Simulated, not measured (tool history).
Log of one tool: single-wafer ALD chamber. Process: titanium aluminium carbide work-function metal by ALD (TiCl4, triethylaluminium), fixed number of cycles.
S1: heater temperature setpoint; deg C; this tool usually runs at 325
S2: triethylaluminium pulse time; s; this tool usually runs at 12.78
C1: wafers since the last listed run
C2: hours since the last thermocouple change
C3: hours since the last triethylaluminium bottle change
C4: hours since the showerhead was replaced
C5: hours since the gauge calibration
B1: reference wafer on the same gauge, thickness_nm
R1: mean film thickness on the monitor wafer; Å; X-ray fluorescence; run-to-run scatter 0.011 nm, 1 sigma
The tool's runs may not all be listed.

| run | hour | S1 | S2 | C1 | C2 | C3 | C4 | C5 | B1 | R1 |
|---|---|---|---|---|---|---|---|---|---|---|
| 1 | 0.0 | 325 | 12.78 | 0 | 1435.9 | 433.3 | 2320.0 | 1918.0 | 2.094 | 21.78 |
| 2 | 79.0 | 325 | 12.78 | 1008 | 1514.9 | 512.3 | 2399.0 | 1997.0 | 2.104 | 21.75 |
|  | 105.3 | thermocouple changed; heater temperature recalibrated |
| 3 | 178.1 | 325 | 12.78 | 1162 | 72.8 | 611.4 | 2498.1 | 2096.1 | 2.099 | 22.10 |
| 4 | 252.1 | 325 | 12.78 | 944 | 146.8 | 685.4 | 2572.1 | 2170.1 | 2.095 | 22.08 |
| 5 | 289.4 | 325 | 12.78 | 476 | 184.1 | 722.7 | 2609.4 | 2207.4 | 2.102 | 22.19 |
| 6 | 350.0 | 325 | 12.78 | 773 | 244.7 | 783.3 | 2670.0 | 2268.0 | 2.101 | 22.36 |
| 7 | 393.1 | 325 | 12.78 | 550 | 287.8 | 826.4 | 2713.1 | 2311.1 | 2.102 | 22.05 |
| 8 | 436.0 | 325 | 12.78 | 547 | 330.7 | 869.3 | 2756.0 | 2354.0 | 2.095 | 22.01 |
|  | 473.2 | triethylaluminium bottle replaced |
| 9 | 509.8 | 325 | 12.78 | 839 | 404.5 | 36.6 | 2829.8 | 2427.8 | 2.096 | 22.17 |
| 10 | 559.9 | 325 | 12.78 | 639 | 454.6 | 86.7 | 2879.9 | 2477.9 | 2.097 | 22.34 |
| 11 | 597.4 | 325 | 12.78 | 478 | 492.1 | 124.2 | 2917.4 | 2515.4 | 2.099 | 21.97 |
| 12 | 637.2 | 325 | 12.78 | 508 | 531.9 | 164.0 | 2957.2 | 2555.2 | 2.101 | 21.94 |
|  | 717.4 | gauge calibrated |
| 13 | 741.0 | 325 | 12.78 | 1325 | 635.7 | 267.8 | 3061.0 | 23.6 | 2.102 | 22.00 |
| 14 | 841.7 | 325 | 12.78 | 1285 | 736.4 | 368.5 | 3161.7 | 124.3 | 2.101 | 21.89 |
| 15 | 908.1 | 318 | 12.78 | 847 | 802.8 | 434.9 | 3228.1 | 190.7 | 2.103 | 21.39 |
| 16 | 948.5 | 314 | 14.97 | 515 | 843.2 | 475.3 | 3268.5 | 231.1 | 2.100 | 20.96 |
| 17 | 1222.4 | 329 | 11.19 | 3496 | 1117.1 | 749.2 | 3542.4 | 505.0 | 2.101 | 21.98 |
|  | 1276.9 | showerhead replaced |
| 18 | 1277.4 | 325 | 17.63 | 599 | 1172.1 | 804.2 | 0.5 | 560.0 | 2.096 | 22.07 |
|  | 1321.3 | triethylaluminium bottle replaced |
| 19 | 1362.7 | 313 | 15.99 | 986 | 1257.4 | 41.4 | 85.8 | 645.3 | 2.096 | 20.84 |
| 20 | 1435.6 | 337 | 9.24 | 930 | 1330.3 | 114.3 | 158.7 | 718.2 | 2.093 | 21.91 |
| 21 | 1496.1 | 325 | 12.78 | 772 | 1390.8 | 174.8 | 219.2 | 778.7 | 2.100 | 21.81 |
| 22 | 1604.0 | 325 | 12.78 | 1377 | 1498.7 | 282.7 | 327.1 | 886.6 | 2.099 | 21.85 |
| 23 | 1660.7 | 338 | 14.71 | 723 | 1555.4 | 339.4 | 383.8 | 943.3 | 2.100 | 23.15 |
| 24 | 1697.8 | 325 | 9.01 | 473 | 1592.5 | 376.5 | 420.9 | 980.4 | 2.100 | 20.34 |
| 25 | 1771.8 | 332 | 12.78 | 944 | 1666.5 | 450.5 | 494.9 | 1054.4 | 2.103 | 22.24 |
|  | 1828.3 | thermocouple changed; heater temperature recalibrated |
| 26 | 1877.5 | 319 | 14.81 | 1247 | 49.2 | 556.2 | 600.6 | 1160.1 | 2.103 | 21.63 |
| 27 | 1954.4 | 319 | 14.81 | 981 | 126.1 | 633.1 | 677.5 | 1237.0 | 2.103 | 21.75 |
| 28 | 2008.2 | 319 | 9.36 | 686 | 179.9 | 686.9 | 731.3 | 1290.8 | 2.102 | 20.60 |
| 29 | 2061.6 | 325 | 17.68 | 681 | 233.3 | 740.3 | 784.7 | 1344.2 | 2.101 | 22.40 |
|  | 2118.0 | triethylaluminium bottle replaced |
| 30 | 2164.9 | 330 | 11.12 | 1216 | 336.6 | 46.9 | 888.0 | 1447.5 | 2.100 | 22.30 |
| 31 | 2271.4 | 332 | 14.60 | 1359 | 443.1 | 153.4 | 994.5 | 1554.0 | 2.099 | 22.98 |
| 32 | 2316.2 | 319 | 15.32 | 571 | 487.9 | 198.2 | 1039.3 | 1598.8 | 2.099 | 21.79 |
| 33 | 2386.1 | 338 | 14.37 | 892 | 557.8 | 268.1 | 1109.2 | 1668.7 | 2.099 | 23.60 |
| 34 | 2491.4 | 329 | 8.12 | 1344 | 663.1 | 373.4 | 1214.5 | 1774.0 | 2.101 | 20.17 |

Predict each of these 3 candidate next runs independently; none follows another, all start after run 34:
| A | 2491.8 | 325 | 12.78 | 5 | 663.5 | 373.8 | 1214.9 | 1774.4 | ? | ? |
| B | 2491.8 | 313 | 11.24 | 5 | 663.5 | 373.8 | 1214.9 | 1774.4 | ? | ? |
| C | 2491.8 | 325 | 15.80 | 5 | 663.5 | 373.8 | 1214.9 | 1774.4 | ? | ? |

| run | B1 | R1 |
|---|---|---|
| A | 2.096 | 22.09 |
| B | 2.096 | 20.61 |
| C | 2.096 | 22.30 |
What these runs would have given with no unlogged condition in the tool:
| run | R1 |
|---|---|
| A | 22.36 |
| B | 20.87 |
| C | 22.57 |

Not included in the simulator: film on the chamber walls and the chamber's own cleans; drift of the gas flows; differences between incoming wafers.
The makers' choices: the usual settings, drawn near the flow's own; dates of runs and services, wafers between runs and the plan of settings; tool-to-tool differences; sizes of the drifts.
